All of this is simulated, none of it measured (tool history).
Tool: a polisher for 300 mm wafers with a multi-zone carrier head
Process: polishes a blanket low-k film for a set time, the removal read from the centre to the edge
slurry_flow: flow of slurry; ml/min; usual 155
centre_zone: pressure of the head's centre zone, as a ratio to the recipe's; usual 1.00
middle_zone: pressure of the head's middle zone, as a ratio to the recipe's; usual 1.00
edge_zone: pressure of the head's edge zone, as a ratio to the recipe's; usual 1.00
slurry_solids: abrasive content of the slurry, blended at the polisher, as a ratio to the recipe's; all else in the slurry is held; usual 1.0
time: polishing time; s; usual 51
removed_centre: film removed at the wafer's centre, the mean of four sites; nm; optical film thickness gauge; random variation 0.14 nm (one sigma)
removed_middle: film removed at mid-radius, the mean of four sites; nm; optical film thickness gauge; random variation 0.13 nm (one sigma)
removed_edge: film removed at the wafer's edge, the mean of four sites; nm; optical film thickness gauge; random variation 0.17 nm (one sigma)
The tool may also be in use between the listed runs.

| run | day | slurry_flow | centre_zone | middle_zone | edge_zone | slurry_solids | time | wafers since the last listed run | wafers polished on this pad | hours since the slurry nozzle was cleaned | hours since the centre zone pressure was calibrated | hours since the edge zone pressure was calibrated | hours since the carrier head's membrane was replaced | incoming thickness of the incoming film, nm | removed_centre | removed_middle | removed_edge |
|---|---|---|---|---|---|---|---|---|---|---|---|---|---|---|---|---|---|
| 1 | 0.000 | 120 | 1.00 | 1.00 | 1.00 | 1.0 | 51 | 0 | 765 | 80.1 | 1286.4 | 555.3 | 1428.1 | 662.8 | 14.5 | 15.2 | 15.2 |
| 2 | 1.062 | 155 | 1.00 | 1.00 | 1.00 | 1.0 | 51 | 255 | 1020 | 105.6 | 1311.9 | 580.8 | 1453.6 | 657.2 | 15.5 | 16.3 | 15.9 |
| 3 | 1.354 | 155 | 1.00 | 1.00 | 1.00 | 1.0 | 51 | 70 | 1090 | 112.6 | 1318.9 | 587.8 | 1460.6 | 656.2 | 15.5 | 16.2 | 16.0 |
| 4 | 1.808 | 155 | 1.00 | 1.00 | 1.00 | 1.0 | 51 | 109 | 1199 | 123.5 | 1329.8 | 598.7 | 1471.5 | 657.4 | 15.7 | 16.3 | 16.0 |
|  | 2.462 | carrier head's membrane replaced by a new one |
|  | 2.554 | worn pad replaced by a new one |
| 5 | 3.117 | 175 | 1.00 | 1.00 | 1.00 | 1.0 | 51 | 242 | 134 | 154.9 | 1361.2 | 630.1 | 15.7 | 663.6 | 16.1 | 16.5 | 16.0 |
| 6 | 3.404 | 155 | 1.00 | 1.00 | 1.00 | 1.0 | 51 | 69 | 203 | 161.8 | 1368.1 | 637.0 | 22.6 | 664.5 | 15.7 | 16.4 | 16.1 |
| 7 | 3.812 | 155 | 1.00 | 1.00 | 1.00 | 1.0 | 51 | 98 | 301 | 171.6 | 1377.9 | 646.8 | 32.4 | 658.5 | 15.4 | 16.2 | 16.1 |
| 8 | 4.075 | 155 | 1.00 | 1.00 | 1.00 | 1.0 | 51 | 63 | 364 | 177.9 | 1384.2 | 653.1 | 38.7 | 658.1 | 15.5 | 16.3 | 15.9 |
|  | 4.825 | centre zone pressure recalibrated |
| 9 | 4.846 | 200 | 1.11 | 1.00 | 1.00 | 1.0 | 51 | 165 | 530 | 196.4 | 0.5 | 671.6 | 57.2 | 652.5 | 18.0 | 17.0 | 16.8 |
|  | 5.383 | edge zone pressure recalibrated |
| 10 | 5.438 | 125 | 0.95 | 1.00 | 1.00 | 1.0 | 51 | 122 | 652 | 210.6 | 14.7 | 1.3 | 71.4 | 661.5 | 14.2 | 15.6 | 15.4 |
| 11 | 6.100 | 155 | 1.00 | 1.03 | 0.96 | 1.0 | 69 | 159 | 811 | 226.5 | 30.6 | 17.2 | 87.3 | 654.0 | 21.0 | 22.3 | 20.8 |
|  | 6.742 | slurry nozzle cleaned |
| 12 | 6.779 | 155 | 1.00 | 1.10 | 1.00 | 1.0 | 36 | 153 | 964 | 0.9 | 46.9 | 33.5 | 103.6 | 659.7 | 11.1 | 12.2 | 11.3 |

Forecast run 13:
| 13 | 7.371 | 155 | 1.00 | 1.00 | 0.89 | 0.7 | 51 | 142 | 1106 | 15.1 | 61.1 | 47.7 | 117.8 | 661.9 | ? | ? | ? |

Run 13 gave removed_centre 10.7 nm, removed_middle 10.9 nm, removed_edge 10.3 nm.
Without the tool's hidden state the same run would have given removed_centre 10.7 nm, removed_middle 10.9 nm, removed_edge 10.3 nm.

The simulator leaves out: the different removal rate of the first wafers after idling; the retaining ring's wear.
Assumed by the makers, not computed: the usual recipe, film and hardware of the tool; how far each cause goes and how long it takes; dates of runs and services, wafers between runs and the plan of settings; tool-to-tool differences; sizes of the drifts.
